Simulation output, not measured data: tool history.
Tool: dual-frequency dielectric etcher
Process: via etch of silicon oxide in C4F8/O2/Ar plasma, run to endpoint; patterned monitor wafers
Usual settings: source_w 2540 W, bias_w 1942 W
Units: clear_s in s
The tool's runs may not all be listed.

| run | hour | source_w | bias_w | incoming incoming film thickness, nm | clear_s |
|---|---|---|---|---|---|
| 1 | 0.0 | 2340 | 1736 | 1341.0 | 276.6 |
| 2 | 23.3 | 2340 | 1736 | 1321.1 | 268.8 |
| 3 | 114.8 | 2540 | 1942 | 1328.1 | 253.6 |
| 4 | 129.6 | 2540 | 1942 | 1333.2 | 251.1 |
| 5 | 147.6 | 2540 | 2191 | 1344.8 | 246.5 |
| 6 | 173.0 | 2540 | 2191 | 1333.8 | 244.5 |
| 7 | 191.0 | 2540 | 2191 | 1321.5 | 240.9 |
| 8 | 212.2 | 2050 | 1942 | 1328.0 | 287.5 |
| 9 | 234.3 | 2540 | 1942 | 1342.8 | 253.4 |
| 10 | 247.7 | 2540 | 1942 | 1334.1 | 250.9 |
| 11 | 272.9 | 2540 | 1942 | 1347.9 | 253.5 |
| 12 | 307.2 | 2540 | 1942 | 1325.5 | 249.1 |
| 13 | 320.1 | 2120 | 1942 | 1330.8 | 274.8 |
| 14 | 333.5 | 2120 | 1942 | 1345.4 | 279.3 |
| 15 | 363.6 | 2120 | 1942 | 1328.7 | 273.4 |
| 16 | 394.4 | 2540 | 2128 | 1340.4 | 240.0 |
| 17 | 443.0 | 2540 | 1942 | 1314.9 | 258.4 |
| 18 | 448.5 | 2320 | 1703 | 1340.9 | 284.8 |
| 19 | 472.4 | 2950 | 2157 | 1344.7 | 232.3 |
| 20 | 490.6 | 3060 | 1713 | 1328.7 | 239.1 |
| 21 | 516.3 | 1960 | 2080 | 1325.1 | 291.3 |
| 22 | 548.8 | 2540 | 2359 | 1332.6 | 236.6 |
| 23 | 576.2 | 2240 | 2206 | 1334.9 | 264.3 |
| 24 | 594.8 | 2540 | 1942 | 1329.9 | 252.6 |
| 25 | 609.8 | 2540 | 1942 | 1323.1 | 250.4 |
| 26 | 640.4 | 2270 | 1597 | 1329.4 | 284.9 |
| 27 | 659.1 | 2080 | 1644 | 1346.1 | 303.7 |
| 28 | 684.5 | 2240 | 2206 | 1336.5 | 260.9 |
| 29 | 711.7 | 2980 | 1712 | 1315.0 | 237.6 |
| 30 | 742.9 | 2540 | 1942 | 1331.6 | 245.7 |
| 31 | 774.3 | 3100 | 2138 | 1335.2 | 215.2 |
| 32 | 790.5 | 2290 | 1942 | 1345.4 | 264.7 |
| 33 | 815.2 | 2980 | 2123 | 1328.0 | 217.8 |
| 34 | 859.8 | 2270 | 1597 | 1326.4 | 291.3 |
| 35 | 860.2 | 2540 | 1942 | 1335.8 | 258.6 |

Taken out of this log: 6 entries between the listed runs. Where each belongs, and how the hidden state differs across it:
Between runs 2 and 3: wet clean of the chamber (hour 67.8)
  etch rate over this chamber's usual, %: 4.2 -> 1.8
  measured less the result without the state, clear_s: -11.3 -> -4.5 s
Between runs 14 and 15: bias power generator calibrated (hour 343.8)
  etch rate over this chamber's usual, %: 4.71 -> 5.11
  measured less the result without the state, clear_s: -13.1 -> -13.9 s
Between runs 16 and 17: upper electrode replaced (hour 435.9); wet clean of the chamber (hour 442.5)
  etch rate over this chamber's usual, %: 5.51 -> 0.282
  measured less the result without the state, clear_s: -13.3 -> -0.7 s
Between runs 21 and 22: source power generator calibrated (hour 524.1)
  etch rate over this chamber's usual, %: 1.26 -> 1.69
  measured less the result without the state, clear_s: -3.7 -> -4.0 s
Between runs 33 and 34: wet clean of the chamber (hour 859.3)
  etch rate over this chamber's usual, %: 5.23 -> 0.866
  measured less the result without the state, clear_s: -11.4 -> -2.6 s
